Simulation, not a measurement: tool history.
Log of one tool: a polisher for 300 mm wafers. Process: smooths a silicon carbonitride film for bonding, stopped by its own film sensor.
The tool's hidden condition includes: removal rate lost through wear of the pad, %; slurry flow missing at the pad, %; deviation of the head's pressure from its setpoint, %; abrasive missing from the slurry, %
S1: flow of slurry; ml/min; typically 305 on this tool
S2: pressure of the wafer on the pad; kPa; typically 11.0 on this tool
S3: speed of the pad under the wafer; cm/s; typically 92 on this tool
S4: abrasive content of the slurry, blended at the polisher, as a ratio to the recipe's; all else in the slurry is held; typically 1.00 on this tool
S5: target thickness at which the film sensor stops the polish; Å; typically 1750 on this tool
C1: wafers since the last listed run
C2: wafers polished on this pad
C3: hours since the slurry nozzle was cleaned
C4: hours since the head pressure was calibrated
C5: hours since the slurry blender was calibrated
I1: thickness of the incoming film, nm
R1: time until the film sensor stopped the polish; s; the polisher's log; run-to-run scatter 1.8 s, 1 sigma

run   hour   S1    S2   S3    S4    S5   C1   C2     C3      C4     C5     I1     R1
  1    0.0  305  11.0   92  1.00  1750    0  402  201.4   938.4  246.4  200.8  144.1
  2   17.2  305   9.0   92  1.00  1750  134  536  218.6   955.6  263.6  203.8  172.8
  3   23.7  305   9.0   92  1.00  1750   50  587  225.1   962.1  270.1  197.6  142.0
      33.3  -- worn pad replaced by a new one
  4   33.8  305  11.0   92  1.00  1780   47    3  235.2   972.2  280.2  203.2  138.0
  5   39.2  305  11.0   92  1.00  1780   42   45  240.6   977.6  285.6  195.4   94.1
  6   45.4  305  11.0   92  1.00  1750   48   94  246.8   983.8  291.8  199.2  131.6
  7   66.7  305  11.0   92  0.85  1750  166  260  268.1  1005.1  313.1  199.7  145.3
  8   79.6  305  11.0   92  1.20  1780  100  361  281.0  1018.0  326.0  198.4  106.9
  9   86.3  305  11.0   92  1.20  1780   52  413  287.7  1024.7  332.7  199.1  109.0
 10   94.9  305  11.0   92  1.00  1750   67  480  296.3  1033.3  341.3  197.8  126.2
 11  108.5  305  11.0   92  1.00  1750  106  586  309.9  1046.9  354.9  196.7  121.4
     120.7  -- slurry blender recalibrated
 12  121.2  305  11.0   92  1.00  1750   83  670  322.6  1059.6    0.5  198.1  129.4
     126.0  -- head pressure recalibrated
 13  133.9  305  11.0   92  1.00  1750   83  753  335.3     7.9   13.2  199.1  134.7
     141.3  -- worn pad replaced by a new one
 14  145.4  205   9.0   80  0.70  1750   58   32  346.8    19.4   24.7  198.9  204.5
 15  154.4  305  11.0   92  1.00  1680   70  102  355.8    28.4   33.7  202.5  197.1
 16  164.3  255  11.0   92  1.00  1780   77  179  365.7    38.3   43.6  195.9  105.0
 17  171.4  400  11.0   92  0.75  1750   55  234  372.8    45.4   50.7  201.1  163.5
 18  180.0  305   9.0   92  1.00  1750   67  302  381.4    54.0   59.3  201.0  166.6
 19  187.1  305  11.0  106  1.00  1750   55  357  388.5    61.1   66.4  201.9  140.9
 20  200.7  305  11.0   92  1.00  1750  106  463  402.1    74.7   80.0  200.9  149.9
 21  216.0  305  11.0   92  1.00  1750  119  582  417.4    90.0   95.3  199.9  141.7
     228.3  -- slurry nozzle cleaned
     231.5  -- worn pad replaced by a new one
 22  232.0  305  14.5  100  0.70  1770   92    4    3.7   106.0  111.3  202.3  129.9
 23  240.1  355  11.0   92  1.30  1720   63   67   11.8   114.1  119.4  200.5  135.1
 24  256.8  305  11.0   92  0.90  1750  130  197   28.5   130.8  136.1  203.8  160.4
 25  274.5  240  11.0   92  1.00  1750  138  335   46.2   148.5  153.8  201.3  145.4
 26  291.8  305  11.0   92  0.85  1750  134  470   63.5   165.8  171.1  201.3  149.6

How the hidden state differs across the entries between the runs, from the last listed run before each to the first after it:
Between runs 3 and 4: worn pad replaced by a new one (hour 33.3)
  slurry flow missing at the pad, %: 15 -> 16
  measured result minus the result with no hidden state, R1: +2.4 -> +2.6 s
Between runs 11 and 12: slurry blender recalibrated (hour 120.7)
  slurry flow missing at the pad, %: 24.7 -> 26.4
  measured result minus the result with no hidden state, R1: +3.9 -> +4.6 s
Between runs 12 and 13: head pressure recalibrated (hour 126.0)
  slurry flow missing at the pad, %: 26.4 -> 28.2
  measured result minus the result with no hidden state, R1: +4.6 -> +5.2 s
Between runs 13 and 14: worn pad replaced by a new one (hour 141.3)
  slurry flow missing at the pad, %: 28.2 -> 29.9
  measured result minus the result with no hidden state, R1: +5.2 -> +13.0 s
Between runs 21 and 22: slurry nozzle cleaned (hour 228.3); worn pad replaced by a new one (hour 231.5)
  slurry flow missing at the pad, %: 41.5 -> 3.96
  measured result minus the result with no hidden state, R1: +10.0 -> +0.5 s
